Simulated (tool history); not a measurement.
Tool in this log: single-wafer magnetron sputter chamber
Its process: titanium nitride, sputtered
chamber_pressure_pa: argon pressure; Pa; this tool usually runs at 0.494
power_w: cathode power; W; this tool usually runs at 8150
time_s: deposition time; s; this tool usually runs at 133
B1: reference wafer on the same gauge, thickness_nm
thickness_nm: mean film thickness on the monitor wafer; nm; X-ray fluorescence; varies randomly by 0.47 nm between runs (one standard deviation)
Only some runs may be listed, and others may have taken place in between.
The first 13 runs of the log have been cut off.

{"run": 14, "day": 30.938, "chamber_pressure_pa": 0.494, "power_w": 8150, "time_s": 133, "B1": 173.955, "thickness_nm": 206.606}
{"run": 15, "day": 33.338, "chamber_pressure_pa": 0.494, "power_w": 9750, "time_s": 143, "B1": 173.967, "thickness_nm": 263.591}
{"run": 16, "day": 35.625, "chamber_pressure_pa": 0.494, "power_w": 8150, "time_s": 133, "B1": 174.057, "thickness_nm": 206.724}
{"run": 17, "day": 37.175, "chamber_pressure_pa": 0.494, "power_w": 8150, "time_s": 133, "B1": 174.07, "thickness_nm": 206.421}
{"run": 18, "day": 39.783, "chamber_pressure_pa": 0.494, "power_w": 6150, "time_s": 133, "B1": 174.05, "thickness_nm": 156.831}
{"run": 19, "day": 42.042, "chamber_pressure_pa": 0.661, "power_w": 9700, "time_s": 152, "B1": 174.035, "thickness_nm": 266.442}
{"run": 20, "day": 43.267, "chamber_pressure_pa": 0.494, "power_w": 10150, "time_s": 133, "B1": 174.064, "thickness_nm": 257.343}
{"run": 21, "day": 45.625, "chamber_pressure_pa": 0.328, "power_w": 9250, "time_s": 144, "B1": 174.077, "thickness_nm": 267.045}
{"run": 22, "day": 47.442, "chamber_pressure_pa": 0.494, "power_w": 7500, "time_s": 115, "B1": 173.984, "thickness_nm": 165.792}
{"run": 23, "day": 48.575, "chamber_pressure_pa": 0.494, "power_w": 8150, "time_s": 133, "B1": 173.947, "thickness_nm": 208.262}
{"run": 24, "day": 49.954, "chamber_pressure_pa": 0.494, "power_w": 8150, "time_s": 133, "B1": 173.985, "thickness_nm": 208.011}
{"day": 50.475, "done": "capacitance manometer re-zeroed and calibrated"}
{"day": 51.7, "done": "gauge calibrated"}
{"run": 25, "day": 51.762, "chamber_pressure_pa": 0.687, "power_w": 10150, "time_s": 157, "B1": 173.968, "thickness_nm": 283.404}

Run 26 comes next. What will it give?
{"run": 26, "day": 53.492, "chamber_pressure_pa": 0.494, "power_w": 8150, "time_s": 133, "B1": "?", "thickness_nm": "?"}

B1: 174.037
thickness_nm: 204.292 nm
If the tool had no hidden condition, the same run with the same run-to-run variation would have returned thickness_nm 203.913 nm.
